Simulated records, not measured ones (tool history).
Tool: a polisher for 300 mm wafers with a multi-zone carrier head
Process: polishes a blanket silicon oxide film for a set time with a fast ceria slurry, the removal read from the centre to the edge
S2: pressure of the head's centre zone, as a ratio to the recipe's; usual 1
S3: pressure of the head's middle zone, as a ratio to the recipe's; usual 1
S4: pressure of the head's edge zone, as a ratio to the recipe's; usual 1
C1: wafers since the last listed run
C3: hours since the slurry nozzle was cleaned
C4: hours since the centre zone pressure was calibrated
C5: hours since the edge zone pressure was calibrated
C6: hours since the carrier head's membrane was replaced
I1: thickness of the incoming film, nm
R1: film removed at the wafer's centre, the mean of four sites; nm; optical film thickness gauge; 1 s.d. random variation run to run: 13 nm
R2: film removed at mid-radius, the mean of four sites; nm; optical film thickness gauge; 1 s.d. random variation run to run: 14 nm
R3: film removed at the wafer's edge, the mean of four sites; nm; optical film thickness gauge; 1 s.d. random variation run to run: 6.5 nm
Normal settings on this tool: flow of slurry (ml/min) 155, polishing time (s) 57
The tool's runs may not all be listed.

{"run": 1, "hour": 0.0, "flow of slurry (ml/min)": 155, "S2": 1, "S3": 1, "S4": 1, "polishing time (s)": 57, "C1": 0, "wafers polished on this pad": 66, "C3": 117.2, "C4": 511.3, "C5": 297.3, "C6": 700.6, "I1": 3749.5, "R1": 822.6, "R2": 822.3, "R3": 938.3}
{"run": 2, "hour": 33.5, "flow of slurry (ml/min)": 155, "S2": 1, "S3": 1, "S4": 1, "polishing time (s)": 57, "C1": 271, "wafers polished on this pad": 337, "C3": 150.7, "C4": 544.8, "C5": 330.8, "C6": 734.1, "I1": 3722.9, "R1": 835.6, "R2": 820.6, "R3": 930.7}
{"hour": 72.1, "done": "slurry nozzle cleaned, repeated, since the last time left the tool worse"}
{"run": 3, "hour": 80.5, "flow of slurry (ml/min)": 155, "S2": 1, "S3": 1, "S4": 1, "polishing time (s)": 57, "C1": 372, "wafers polished on this pad": 709, "C3": 8.4, "C4": 591.8, "C5": 377.8, "C6": 781.1, "I1": 3701.6, "R1": 1029.2, "R2": 1016.2, "R3": 1063.1}
{"run": 4, "hour": 127.1, "flow of slurry (ml/min)": 155, "S2": 1, "S3": 1, "S4": 1, "polishing time (s)": 57, "C1": 377, "wafers polished on this pad": 1086, "C3": 55, "C4": 638.4, "C5": 424.4, "C6": 827.7, "I1": 3732.1, "R1": 1023.9, "R2": 1009.5, "R3": 1051.1}
{"hour": 159.7, "done": "centre zone pressure recalibrated"}
{"run": 5, "hour": 167.6, "flow of slurry (ml/min)": 155, "S2": 1, "S3": 1, "S4": 1, "polishing time (s)": 57, "C1": 311, "wafers polished on this pad": 1398, "C3": 95.5, "C4": 7.9, "C5": 464.9, "C6": 868.2, "I1": 3715.8, "R1": 1019.5, "R2": 981.4, "R3": 1058.4}
{"run": 6, "hour": 226.4, "flow of slurry (ml/min)": 155, "S2": 1, "S3": 1, "S4": 1, "polishing time (s)": 57, "C1": 475, "wafers polished on this pad": 1874, "C3": 154.3, "C4": 66.7, "C5": 523.7, "C6": 927, "I1": 3706.9, "R1": 991.7, "R2": 962.4, "R3": 1039.3}
{"hour": 274.9, "done": "worn pad replaced by a new one"}
{"run": 7, "hour": 283.2, "flow of slurry (ml/min)": 155, "S2": 1, "S3": 1, "S4": 1, "polishing time (s)": 57, "C1": 427, "wafers polished on this pad": 67, "C3": 211.1, "C4": 123.5, "C5": 580.5, "C6": 983.8, "I1": 3684, "R1": 992.3, "R2": 982.5, "R3": 1026.8}
{"run": 8, "hour": 332.1, "flow of slurry (ml/min)": 155, "S2": 1, "S3": 1, "S4": 1, "polishing time (s)": 43, "C1": 395, "wafers polished on this pad": 462, "C3": 260, "C4": 172.4, "C5": 629.4, "C6": 1032.7, "I1": 3762.5, "R1": 731.2, "R2": 755.5, "R3": 779.6}
{"hour": 359.0, "done": "carrier head's membrane replaced by a new one"}
{"run": 9, "hour": 369.8, "flow of slurry (ml/min)": 155, "S2": 1, "S3": 0.93, "S4": 1, "polishing time (s)": 50, "C1": 264, "wafers polished on this pad": 727, "C3": 297.7, "C4": 210.1, "C5": 667.1, "C6": 10.8, "I1": 3677.1, "R1": 869.7, "R2": 815, "R3": 903.6}
{"hour": 386.8, "done": "slurry nozzle cleaned"}
{"run": 10, "hour": 433.8, "flow of slurry (ml/min)": 155, "S2": 0.96, "S3": 0.95, "S4": 1, "polishing time (s)": 57, "C1": 509, "wafers polished on this pad": 1237, "C3": 47, "C4": 274.1, "C5": 731.1, "C6": 74.8, "I1": 3707.6, "R1": 972.2, "R2": 997.3, "R3": 1050.6}
{"run": 11, "hour": 470.3, "flow of slurry (ml/min)": 155, "S2": 1, "S3": 1, "S4": 1, "polishing time (s)": 57, "C1": 295, "wafers polished on this pad": 1532, "C3": 83.5, "C4": 310.6, "C5": 767.6, "C6": 111.3, "I1": 3673.8, "R1": 996.3, "R2": 989.8, "R3": 1050}
{"run": 12, "hour": 504.3, "flow of slurry (ml/min)": 155, "S2": 1, "S3": 1, "S4": 1.05, "polishing time (s)": 74, "C1": 275, "wafers polished on this pad": 1807, "C3": 117.5, "C4": 344.6, "C5": 801.6, "C6": 145.3, "I1": 3742.1, "R1": 1291.5, "R2": 1297.8, "R3": 1391.1}
{"hour": 526.7, "done": "worn pad replaced by a new one"}
{"hour": 539.5, "done": "edge zone pressure recalibrated"}
{"run": 13, "hour": 567.5, "flow of slurry (ml/min)": 155, "S2": 1, "S3": 1, "S4": 0.91, "polishing time (s)": 40, "C1": 462, "wafers polished on this pad": 314, "C3": 180.7, "C4": 407.8, "C5": 28, "C6": 208.5, "I1": 3685.8, "R1": 705.1, "R2": 685.6, "R3": 698.5}

For run 14, what comes out?
{"run": 14, "hour": 601.4, "flow of slurry (ml/min)": 155, "S2": 1, "S3": 1, "S4": 1, "polishing time (s)": 57, "C1": 274, "wafers polished on this pad": 588, "C3": 214.6, "C4": 441.7, "C5": 61.9, "C6": 242.4, "I1": 3652.1, "R1": "?", "R2": "?", "R3": "?"}

R1: 966.9 nm
R2: 991.2 nm
R3: 1019 nm
The same run, on a tool lacking any hidden state, would have yielded R1 1013.1 nm, R2 1033.1 nm, R3 1049.5 nm.
